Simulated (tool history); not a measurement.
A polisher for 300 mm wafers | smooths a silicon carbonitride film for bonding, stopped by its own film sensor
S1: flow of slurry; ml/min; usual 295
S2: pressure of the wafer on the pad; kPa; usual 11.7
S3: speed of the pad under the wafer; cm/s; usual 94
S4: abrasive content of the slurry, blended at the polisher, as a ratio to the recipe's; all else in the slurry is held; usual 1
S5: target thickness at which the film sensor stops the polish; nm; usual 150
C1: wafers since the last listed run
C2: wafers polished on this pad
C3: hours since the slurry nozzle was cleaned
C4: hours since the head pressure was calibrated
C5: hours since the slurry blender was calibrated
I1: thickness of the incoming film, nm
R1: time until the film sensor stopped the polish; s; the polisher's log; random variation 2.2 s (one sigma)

| run | hour | S1 | S2 | S3 | S4 | S5 | C1 | C2 | C3 | C4 | C5 | I1 | R1 |
|---|---|---|---|---|---|---|---|---|---|---|---|---|---|
| 1 | 0 | 295 | 11.7 | 94 | 1 | 150 | 0 | 328 | 565.2 | 315.1 | 316.3 | 181.5 | 157.1 |
|  | 1.8 | slurry blender recalibrated |
|  | 33.3 | head pressure recalibrated |
| 2 | 42 | 295 | 11.7 | 94 | 1 | 150 | 236 | 565 | 607.2 | 8.7 | 40.2 | 181.2 | 168.5 |
| 3 | 101.4 | 295 | 11.7 | 94 | 1 | 150 | 368 | 933 | 666.6 | 68.1 | 99.6 | 179.2 | 159.9 |
|  | 115.7 | slurry nozzle cleaned |
| 4 | 161.9 | 295 | 11.7 | 94 | 1 | 150 | 368 | 1302 | 46.2 | 128.6 | 160.1 | 182.2 | 181.2 |
|  | 179.3 | worn pad replaced by a new one |
| 5 | 235.8 | 295 | 11.7 | 94 | 1 | 150 | 433 | 350 | 120.1 | 202.5 | 234 | 179.7 | 149.8 |
|  | 272.5 | slurry blender recalibrated |
| 6 | 291.8 | 295 | 13.1 | 94 | 1.15 | 150 | 334 | 685 | 176.1 | 258.5 | 19.3 | 180.6 | 136.1 |
|  | 322.2 | head pressure recalibrated |
| 7 | 362.3 | 295 | 11.7 | 94 | 1 | 150 | 424 | 1109 | 246.6 | 40.1 | 89.8 | 179.8 | 166.1 |
| 8 | 423.5 | 295 | 11.7 | 94 | 1 | 150 | 379 | 1489 | 307.8 | 101.3 | 151 | 182.2 | 186.2 |
|  | 429.3 | worn pad replaced by a new one |
| 9 | 491 | 295 | 11.7 | 94 | 1 | 140 | 393 | 382 | 375.3 | 168.8 | 218.5 | 176.8 | 195.4 |
|  | 551.3 | slurry blender recalibrated |
| 10 | 565.1 | 330 | 15.9 | 94 | 1.1 | 150 | 447 | 829 | 449.4 | 242.9 | 13.8 | 177.1 | 105.6 |
|  | 611.3 | head pressure recalibrated |
| 11 | 627.9 | 295 | 11.7 | 116 | 1 | 150 | 377 | 1207 | 512.2 | 16.6 | 76.6 | 178.2 | 133.2 |
|  | 675.9 | worn pad replaced by a new one |
| 12 | 710.1 | 295 | 11.7 | 94 | 1 | 150 | 484 | 212 | 594.4 | 98.8 | 158.8 | 181.3 | 158.5 |
|  | 728.5 | slurry nozzle cleaned |
|  | 801.4 | slurry blender recalibrated |
| 13 | 805.5 | 295 | 11.7 | 94 | 1 | 150 | 572 | 785 | 77 | 194.2 | 4.1 | 177.3 | 141.2 |
| 14 | 853.7 | 270 | 11.7 | 94 | 0.8 | 155 | 298 | 1084 | 125.2 | 242.4 | 52.3 | 180.8 | 155.8 |
| 15 | 896.3 | 340 | 13.8 | 94 | 1 | 150 | 264 | 1348 | 167.8 | 285 | 94.9 | 181.4 | 149.7 |
|  | 940.9 | worn pad replaced by a new one |
|  | 959.8 | head pressure recalibrated |
| 16 | 984.1 | 205 | 11.7 | 116 | 0.85 | 147 | 507 | 255 | 255.6 | 24.3 | 182.7 | 181.2 | 177.3 |
| 17 | 1053 | 295 | 11.7 | 94 | 1.15 | 156 | 427 | 682 | 324.5 | 93.2 | 251.6 | 180.6 | 120.7 |

4 ways to go on from here, each from the tool as it stands after run 17. What would each give?
| A | 1053.5 | 295 | 11.7 | 124 | 1 | 150 | 3 | 686 | 325 | 93.7 | 252.1 | 183.8 | ? |
| B | 1053.5 | 295 | 11.7 | 94 | 0.85 | 158 | 3 | 686 | 325 | 93.7 | 252.1 | 183.8 | ? |
| C | 1053.5 | 295 | 11.7 | 94 | 1 | 154 | 3 | 686 | 325 | 93.7 | 252.1 | 183.8 | ? |
| D | 1053.5 | 295 | 14.5 | 94 | 1 | 150 | 3 | 686 | 325 | 93.7 | 252.1 | 183.8 | ? |

| run | R1 |
|---|---|
| A | 142.8 |
| B | 149.5 |
| C | 157.1 |
| D | 153.1 |
Without the tool's hidden state the same runs would have given:
| run | R1 |
|---|---|
| A | 144.6 |
| B | 151.4 |
| C | 159.1 |
| D | 155 |
